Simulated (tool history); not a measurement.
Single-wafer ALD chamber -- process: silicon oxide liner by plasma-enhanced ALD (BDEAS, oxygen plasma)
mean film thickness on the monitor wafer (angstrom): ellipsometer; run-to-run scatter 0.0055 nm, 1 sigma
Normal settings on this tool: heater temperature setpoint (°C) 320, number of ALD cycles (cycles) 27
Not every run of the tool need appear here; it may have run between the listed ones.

run	day	heater temperature setpoint (°C)	number of ALD cycles (cycles)	read-back reference wafer on the same gauge, thickness_nm	mean film thickness on the monitor wafer (angstrom)
1	0.000	320	27	2.048	22.01
2	2.058	320	27	2.043	22.09
3	4.254	320	27	2.043	21.99
4	7.929	320	27	2.037	21.90
5	12.250	320	27	2.033	21.86
6	15.350	320	27	2.026	21.79
7	18.058	320	27	2.020	21.75
# day 20.467: thermocouple changed; heater temperature recalibrated
8	21.058	330	31	2.015	24.55
# day 23.162: gauge calibrated
9	27.950	320	27	2.054	22.11
10	30.475	320	27	2.054	21.98
11	34.321	308	32	2.052	26.64
12	35.858	311	27	2.052	22.49
13	38.504	311	29	2.050	24.08
14	40.671	320	27	2.046	22.12
15	42.279	328	28	2.047	22.62
16	46.550	326	22	2.040	17.80
17	50.704	326	25	2.034	20.15

Each row is a separate what-if for the run after 17, all from the same tool condition, not one after another. Results?
A	50.721	320	27	?	?
B	50.721	320	23	?	?
C	50.721	320	32	?	?
D	50.721	320	25	?	?
E	50.721	306	29	?	?

run	read-back reference wafer on the same gauge, thickness_nm	mean film thickness on the monitor wafer (angstrom)
A	2.035	21.96
B	2.035	18.71
C	2.035	26.03
D	2.035	20.34
E	2.035	24.13
Without the tool's unlogged condition, the same runs would have read:
run	mean film thickness on the monitor wafer (angstrom)
A	22.12
B	18.84
C	26.21
D	20.48
E	24.30
